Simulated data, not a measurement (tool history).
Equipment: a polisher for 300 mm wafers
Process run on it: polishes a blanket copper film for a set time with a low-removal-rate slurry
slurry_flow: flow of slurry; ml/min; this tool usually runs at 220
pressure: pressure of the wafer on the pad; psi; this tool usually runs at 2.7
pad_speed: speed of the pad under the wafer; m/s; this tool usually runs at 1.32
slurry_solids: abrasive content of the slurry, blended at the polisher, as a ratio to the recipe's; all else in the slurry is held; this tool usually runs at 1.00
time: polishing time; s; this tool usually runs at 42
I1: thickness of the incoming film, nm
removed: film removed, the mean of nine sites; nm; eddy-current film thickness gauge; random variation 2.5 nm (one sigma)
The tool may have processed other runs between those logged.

{"run": 1, "day": 0.0, "slurry_flow": 220, "pressure": 2.7, "pad_speed": 1.32, "slurry_solids": 1.0, "time": 42, "I1": 1389.3, "removed": 171.1}
{"run": 2, "day": 2.246, "slurry_flow": 220, "pressure": 2.7, "pad_speed": 1.32, "slurry_solids": 1.0, "time": 42, "I1": 1389.3, "removed": 165.3}
{"run": 3, "day": 4.742, "slurry_flow": 220, "pressure": 2.7, "pad_speed": 1.32, "slurry_solids": 1.0, "time": 42, "I1": 1406.1, "removed": 169.8}
{"run": 4, "day": 6.979, "slurry_flow": 220, "pressure": 2.7, "pad_speed": 1.32, "slurry_solids": 1.0, "time": 42, "I1": 1420.4, "removed": 171.4}
{"run": 5, "day": 9.008, "slurry_flow": 220, "pressure": 2.7, "pad_speed": 1.32, "slurry_solids": 1.0, "time": 42, "I1": 1412.0, "removed": 172.1}
{"run": 6, "day": 10.4, "slurry_flow": 175, "pressure": 2.7, "pad_speed": 1.32, "slurry_solids": 1.0, "time": 42, "I1": 1412.5, "removed": 165.6}
{"run": 7, "day": 11.625, "slurry_flow": 175, "pressure": 2.7, "pad_speed": 1.32, "slurry_solids": 1.0, "time": 42, "I1": 1425.0, "removed": 169.5}
{"run": 8, "day": 14.217, "slurry_flow": 175, "pressure": 2.7, "pad_speed": 1.32, "slurry_solids": 1.0, "time": 42, "I1": 1423.4, "removed": 163.6}
{"run": 9, "day": 15.508, "slurry_flow": 220, "pressure": 2.7, "pad_speed": 1.32, "slurry_solids": 1.0, "time": 42, "I1": 1410.1, "removed": 170.7}
{"run": 10, "day": 18.075, "slurry_flow": 220, "pressure": 2.7, "pad_speed": 1.02, "slurry_solids": 1.0, "time": 42, "I1": 1418.6, "removed": 137.2}
{"run": 11, "day": 19.262, "slurry_flow": 220, "pressure": 2.7, "pad_speed": 1.02, "slurry_solids": 1.0, "time": 42, "I1": 1406.3, "removed": 137.9}
{"run": 12, "day": 22.933, "slurry_flow": 275, "pressure": 2.7, "pad_speed": 1.32, "slurry_solids": 1.0, "time": 42, "I1": 1399.7, "removed": 175.2}
{"run": 13, "day": 25.062, "slurry_flow": 220, "pressure": 2.7, "pad_speed": 1.6, "slurry_solids": 1.0, "time": 38, "I1": 1379.7, "removed": 171.9}
{"run": 14, "day": 27.817, "slurry_flow": 220, "pressure": 2.7, "pad_speed": 1.68, "slurry_solids": 0.9, "time": 42, "I1": 1396.0, "removed": 198.4}
{"run": 15, "day": 29.4, "slurry_flow": 220, "pressure": 2.7, "pad_speed": 1.32, "slurry_solids": 1.0, "time": 42, "I1": 1407.0, "removed": 167.7}
{"run": 16, "day": 31.667, "slurry_flow": 220, "pressure": 2.7, "pad_speed": 1.32, "slurry_solids": 1.0, "time": 42, "I1": 1407.7, "removed": 170.3}
{"run": 17, "day": 33.383, "slurry_flow": 275, "pressure": 2.3, "pad_speed": 1.0, "slurry_solids": 1.0, "time": 46, "I1": 1402.9, "removed": 129.8}
{"run": 18, "day": 42.246, "slurry_flow": 220, "pressure": 2.0, "pad_speed": 1.32, "slurry_solids": 1.0, "time": 42, "I1": 1416.4, "removed": 126.7}
{"run": 19, "day": 44.112, "slurry_flow": 220, "pressure": 2.7, "pad_speed": 1.32, "slurry_solids": 0.9, "time": 42, "I1": 1401.1, "removed": 162.7}
{"run": 20, "day": 45.183, "slurry_flow": 220, "pressure": 1.9, "pad_speed": 1.32, "slurry_solids": 0.8, "time": 42, "I1": 1415.4, "removed": 108.7}
{"run": 21, "day": 47.829, "slurry_flow": 220, "pressure": 1.9, "pad_speed": 1.32, "slurry_solids": 1.0, "time": 42, "I1": 1407.5, "removed": 117.6}
{"run": 22, "day": 48.892, "slurry_flow": 220, "pressure": 2.7, "pad_speed": 1.32, "slurry_solids": 1.0, "time": 53, "I1": 1401.0, "removed": 207.3}
{"run": 23, "day": 50.867, "slurry_flow": 220, "pressure": 2.7, "pad_speed": 1.32, "slurry_solids": 1.25, "time": 50, "I1": 1425.0, "removed": 217.2}
{"run": 24, "day": 52.204, "slurry_flow": 175, "pressure": 3.0, "pad_speed": 1.0, "slurry_solids": 1.0, "time": 42, "I1": 1414.2, "removed": 147.8}

Taken out of this log: 12 entries between the listed runs. Where each belongs, and how the hidden state differs across it:
Runs 2 to 3: slurry blender recalibrated (day 3.817)
  the hidden state is the same at both runs
Runs 3 to 4: worn pad replaced by a new one (day 5.183)
  the hidden state is the same at both runs
Runs 9 to 10: worn pad replaced by a new one (day 16.346); slurry nozzle cleaned (day 17.479); slurry blender recalibrated (day 17.958)
  the hidden state is the same at both runs
Runs 10 to 11: head pressure recalibrated (day 18.258)
  the hidden state is the same at both runs
Runs 13 to 14: worn pad replaced by a new one (day 25.258)
  the hidden state is the same at both runs
Runs 16 to 17: slurry blender recalibrated (day 31.825)
  the hidden state is the same at both runs
Runs 17 to 18: worn pad replaced by a new one (day 37.050)
  the hidden state is the same at both runs
Runs 18 to 19: slurry blender recalibrated (day 43.412); head pressure recalibrated (day 43.958)
  the hidden state is the same at both runs
Runs 20 to 21: worn pad replaced by a new one (day 47.088)
  the hidden state is the same at both runs

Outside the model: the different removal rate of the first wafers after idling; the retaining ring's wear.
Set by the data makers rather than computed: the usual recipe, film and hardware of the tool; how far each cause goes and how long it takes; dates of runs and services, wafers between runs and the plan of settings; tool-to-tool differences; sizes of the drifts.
